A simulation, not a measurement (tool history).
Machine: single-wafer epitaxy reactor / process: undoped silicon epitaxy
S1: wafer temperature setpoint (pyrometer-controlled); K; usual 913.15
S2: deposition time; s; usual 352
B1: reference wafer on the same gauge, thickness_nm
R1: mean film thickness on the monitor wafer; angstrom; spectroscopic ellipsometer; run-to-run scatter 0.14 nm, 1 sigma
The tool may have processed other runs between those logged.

Run 1, hour 0: usual settings but S1 904.15 K, S2 306 s; B1 49.827. Result: R1 341.49 angstrom.
Run 2, hour 61.3: usual settings; B1 49.857. Result: R1 494.36 angstrom.
Run 3, hour 160.5: usual settings; B1 49.819. Result: R1 493.33 angstrom.
Run 4, hour 213.4: usual settings; B1 49.827. Result: R1 493.8 angstrom.
Run 5, hour 278.4: usual settings but S2 407 s; B1 49.793. Result: R1 569.3 angstrom.
Run 6, hour 370.5: usual settings; B1 49.801. Result: R1 491.94 angstrom.
At hour 424: pyrometer calibrated.
Run 7, hour 439.2: usual settings; B1 49.756. Result: R1 493.02 angstrom.
Run 8, hour 491.4: usual settings; B1 49.745. Result: R1 494.11 angstrom.
Run 9, hour 571.9: usual settings; B1 49.654. Result: R1 492.36 angstrom.
Run 10, hour 650.4: usual settings but S1 910.15 K; B1 49.616. Result: R1 457.32 angstrom.
Run 11, hour 705.2: usual settings but S1 910.15 K; B1 49.657. Result: R1 456.96 angstrom.
Run 12, hour 781: usual settings but S1 903.15 K; B1 49.641. Result: R1 380.74 angstrom.
Run 13, hour 821.4: usual settings but S1 903.15 K; B1 49.67. Result: R1 381.27 angstrom.
Run 14, hour 898.1: usual settings but S1 903.15 K; B1 49.638. Result: R1 379.85 angstrom.
Run 15, hour 957.5: usual settings but S1 922.15 K; B1 49.552. Result: R1 619.62 angstrom.
Run 16, hour 1055.8: usual settings but S1 922.15 K; B1 49.657. Result: R1 613.37 angstrom.
Run 17, hour 1100.6: usual settings but S1 922.15 K; B1 49.681. Result: R1 617.99 angstrom.
Run 18, hour 1179: usual settings but S1 919.15 K; B1 49.616. Result: R1 572.52 angstrom.
Run 19, hour 1223.4: usual settings but S2 285 s; B1 49.616. Result: R1 397.02 angstrom.

Run 20, settings as shown, results not yet in. Your forecast:
Run 20, hour 1311.5: usual settings but S1 900.15 K, S2 302 s; B1 ?. Result: R1 ?.

B1: 49.554
R1: 302.31 angstrom
Take away the tool's hidden state, keep the run-to-run variation as it was, and the same run would have given R1 306.08 angstrom.

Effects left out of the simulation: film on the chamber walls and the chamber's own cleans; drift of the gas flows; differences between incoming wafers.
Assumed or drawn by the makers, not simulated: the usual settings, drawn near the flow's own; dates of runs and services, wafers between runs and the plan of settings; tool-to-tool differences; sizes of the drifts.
